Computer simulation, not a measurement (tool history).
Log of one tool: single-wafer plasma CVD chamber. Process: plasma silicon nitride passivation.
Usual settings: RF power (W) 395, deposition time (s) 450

run   hour  RF power (W)  deposition time (s)  read-back reference wafer on the same gauge, thickness_nm  mean film thickness on the monitor wafer (Å)
  1    0.0           395                  450                                                    673.230                                       6154.52
  2   12.7           395                  450                                                    673.111                                       6128.82
  3   45.9           395                  450                                                    673.131                                       6142.87
  4   60.1           395                  450                                                    673.248                                       6151.67
  5   76.7           445                  450                                                    672.631                                       6285.65
  6   99.8           445                  450                                                    672.989                                       6295.18
  7  121.0           395                  514                                                    672.986                                       7000.74
  8  145.2           395                  450                                                    673.029                                       6132.80
  9  177.2           395                  450                                                    672.698                                       6155.42
 10  194.8           395                  450                                                    673.068                                       6128.75
 11  217.6           395                  450                                                    673.151                                       6131.54
 12  237.5           395                  450                                                    672.884                                       6108.25
     263.0  -- RF generator calibrated
 13  267.8           435                  414                                                    672.554                                       5693.21
     303.9  -- showerhead replaced
 14  304.4           395                  450                                                    672.916                                       6083.16
 15  337.4           395                  514                                                    672.690                                       6951.43
     351.1  -- gauge calibrated
     362.2  -- RF generator calibrated, repeated, since the last time left the tool worse
 16  366.2           395                  450                                                    672.983                                       6186.96
 17  395.6           355                  374                                                    673.135                                       5058.25
 18  421.4           350                  425                                                    672.750                                       5716.13
 19  446.3           340                  492                                                    672.811                                       6593.68
 20  469.5           395                  450                                                    673.038                                       6190.73
 21  487.7           440                  450                                                    672.911                                       6309.79
 22  506.4           465                  473                                                    673.025                                       6705.90
 23  523.6           455                  380                                                    672.732                                       5355.52
 24  558.9           395                  413                                                    672.864                                       5679.99

What the log doesn't show, run by run:
gauge reads high (%): 0 in every run
H1: delivered RF power above the setpoint (%)
run      H1
  1   -4.83
  2   -4.89
  3   -5.03
  4   -5.09
  5   -5.17
  6   -5.27
  7   -5.36
  8   -5.46
  9    -5.6
 10   -5.68
 11   -5.78
 12   -5.87
 13   -9.99
 14   -10.2
 15   -10.3
 16  -0.491
 17  -0.619
 18  -0.732
 19   -0.84
 20  -0.942
 21   -1.02
 22    -1.1
 23   -1.18
 24   -1.33

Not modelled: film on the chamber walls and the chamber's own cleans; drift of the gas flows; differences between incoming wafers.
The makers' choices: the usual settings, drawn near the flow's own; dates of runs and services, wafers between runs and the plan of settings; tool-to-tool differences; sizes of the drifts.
